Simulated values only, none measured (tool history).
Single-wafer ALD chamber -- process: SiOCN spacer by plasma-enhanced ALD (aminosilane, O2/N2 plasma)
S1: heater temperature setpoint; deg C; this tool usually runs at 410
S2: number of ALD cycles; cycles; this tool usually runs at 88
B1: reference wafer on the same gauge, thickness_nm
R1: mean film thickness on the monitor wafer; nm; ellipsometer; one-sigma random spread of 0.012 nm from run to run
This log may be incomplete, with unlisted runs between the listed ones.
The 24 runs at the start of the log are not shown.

run,hour,S1,S2,B1,R1
# hour 1299.0: gauge calibrated
25,1321.7,423,97,5.739,5.418
26,1369.9,423,97,5.739,5.413
27,1414.9,410,98,5.743,5.700
28,1467.5,414,74,5.740,4.236
29,1506.2,402,78,5.737,4.624
30,1566.9,410,88,5.738,5.103
31,1609.4,404,105,5.740,6.173
32,1643.5,404,82,5.740,4.825
33,1686.6,410,88,5.740,5.109
34,1720.2,410,88,5.740,5.093
35,1750.6,410,88,5.742,5.093
36,1807.3,406,77,5.738,4.501
37,1837.3,410,88,5.738,5.094
38,1868.3,406,104,5.740,6.124
39,1939.0,396,83,5.743,4.965
40,1970.0,401,98,5.743,5.804
# hour 1999.8: thermocouple changed; heater temperature recalibrated
41,2032.6,410,88,5.737,5.092
42,2061.0,410,76,5.737,4.404
43,2101.1,418,94,5.741,5.324
44,2154.4,423,100,5.743,5.561

Here are 4 independent what-if runs from the current tool condition. What would each one return?
A,2155.0,410,103,?,?
B,2155.0,396,80,?,?
C,2155.0,415,98,?,?
D,2155.0,405,88,?,?

run,B1,R1
A,5.740,5.986
B,5.740,4.793
C,5.740,5.616
D,5.740,5.185
Without the tool's unlogged condition, the same runs would have read:
run,R1
A,5.986
B,4.793
C,5.616
D,5.185
